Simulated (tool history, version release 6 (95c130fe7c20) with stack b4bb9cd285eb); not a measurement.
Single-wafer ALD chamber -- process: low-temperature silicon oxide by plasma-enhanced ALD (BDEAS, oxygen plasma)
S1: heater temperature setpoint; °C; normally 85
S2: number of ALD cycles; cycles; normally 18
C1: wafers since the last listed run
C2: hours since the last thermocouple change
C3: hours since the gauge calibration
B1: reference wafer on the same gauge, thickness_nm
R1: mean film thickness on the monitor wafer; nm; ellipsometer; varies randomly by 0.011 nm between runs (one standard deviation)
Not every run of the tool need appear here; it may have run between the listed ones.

Run 1, hour 0: usual settings; C1 0; C2 183.9; C3 915.4; B1 2.757. Result: R1 2.508 nm.
Run 2, hour 79.3: usual settings; C1 997; C2 263.2; C3 994.7; B1 2.762. Result: R1 2.513 nm.
Run 3, hour 122.8: usual settings; C1 547; C2 306.7; C3 1038.2; B1 2.763. Result: R1 2.52 nm.
Run 4, hour 193.4: usual settings; C1 887; C2 377.3; C3 1108.8; B1 2.759. Result: R1 2.509 nm.
Run 5, hour 234.7: usual settings; C1 519; C2 418.6; C3 1150.1; B1 2.762. Result: R1 2.521 nm.
Run 6, hour 281.7: usual settings; C1 591; C2 465.6; C3 1197.1; B1 2.759. Result: R1 2.502 nm.
Run 7, hour 339.7: usual settings; C1 729; C2 523.6; C3 1255.1; B1 2.762. Result: R1 2.504 nm.
Run 8, hour 412.6: usual settings; C1 916; C2 596.5; C3 1328; B1 2.758. Result: R1 2.524 nm.
Run 9, hour 519: usual settings; C1 1338; C2 702.9; C3 1434.4; B1 2.762. Result: R1 2.528 nm.
Run 10, hour 623.2: usual settings; C1 1310; C2 807.1; C3 1538.6; B1 2.765. Result: R1 2.537 nm.
Run 11, hour 672.4: usual settings; C1 618; C2 856.3; C3 1587.8; B1 2.756. Result: R1 2.537 nm.
Run 12, hour 709.2: usual settings but S2 20 cycles; C1 462; C2 893.1; C3 1624.6; B1 2.758. Result: R1 2.799 nm.
Run 13, hour 816: usual settings but S2 20 cycles; C1 1343; C2 999.9; C3 1731.4; B1 2.758. Result: R1 2.807 nm.
Run 14, hour 900.7: usual settings but S1 91 °C, S2 16 cycles; C1 1065; C2 1084.6; C3 1816.1; B1 2.759. Result: R1 2.205 nm.
Run 15, hour 1078: usual settings but S1 96 °C, S2 21 cycles; C1 2229; C2 1261.9; C3 1993.4; B1 2.76. Result: R1 2.844 nm.
Run 16, hour 1165.5: usual settings; C1 1100; C2 1349.4; C3 2080.9; B1 2.764. Result: R1 2.53 nm.
Run 17, hour 1224.7: usual settings but S1 99 °C, S2 19 cycles; C1 744; C2 1408.6; C3 2140.1; B1 2.765. Result: R1 2.536 nm.
Run 18, hour 1281.5: usual settings but S1 73 °C; C1 714; C2 1465.4; C3 2196.9; B1 2.764. Result: R1 2.648 nm.
Run 19, hour 1348.9: usual settings; C1 847; C2 1532.8; C3 2264.3; B1 2.762. Result: R1 2.554 nm.
At hour 1361.3: thermocouple changed; heater temperature recalibrated.
Run 20, hour 1390.3: usual settings but S1 80 °C, S2 15 cycles; C1 420; C2 29; C3 2305.7; B1 2.76. Result: R1 2.19 nm.
Run 21, hour 1442.5: usual settings but S1 94 °C; C1 656; C2 81.2; C3 2357.9; B1 2.757. Result: R1 2.477 nm.
At hour 1458.3: gauge calibrated.
Run 22, hour 1510.7: usual settings; C1 857; C2 149.4; C3 52.4; B1 2.759. Result: R1 2.566 nm.
Run 23, hour 1590.6: usual settings but S1 70 °C, S2 19 cycles; C1 1004; C2 229.3; C3 132.3; B1 2.758. Result: R1 2.857 nm.
Run 24, hour 1643.9: usual settings; C1 670; C2 282.6; C3 185.6; B1 2.765. Result: R1 2.545 nm.
Run 25, hour 1744.9: usual settings but S1 98 °C, S2 19 cycles; C1 1270; C2 383.6; C3 286.6; B1 2.76. Result: R1 2.584 nm.
At hour 1821.4: thermocouple changed; heater temperature recalibrated, repeated, since the last time left the tool worse.
Run 26, hour 2036.1: usual settings but S1 94 °C, S2 19 cycles; C1 3561; C2 214.7; C3 577.8; B1 2.763. Result: R1 2.577 nm.

Alternative continuations, all from the tool just after run 26; predict every row:
Run A, hour 2036.5: usual settings but S1 98 °C; C1 5; C2 215.1; C3 578.2; B1 ?. Result: R1 ?.
Run B, hour 2036.5: usual settings but S1 90 °C, S2 15 cycles; C1 5; C2 215.1; C3 578.2; B1 ?. Result: R1 ?.
Run C, hour 2036.5: usual settings but S1 90 °C, S2 19 cycles; C1 5; C2 215.1; C3 578.2; B1 ?. Result: R1 ?.

run     B1     R1
  A  2.761  2.384
  B  2.761  2.046
  C  2.761  2.591
Had the tool no hidden state, the same runs would have come out as:
run     R1
  A  2.375
  B  2.038
  C  2.581

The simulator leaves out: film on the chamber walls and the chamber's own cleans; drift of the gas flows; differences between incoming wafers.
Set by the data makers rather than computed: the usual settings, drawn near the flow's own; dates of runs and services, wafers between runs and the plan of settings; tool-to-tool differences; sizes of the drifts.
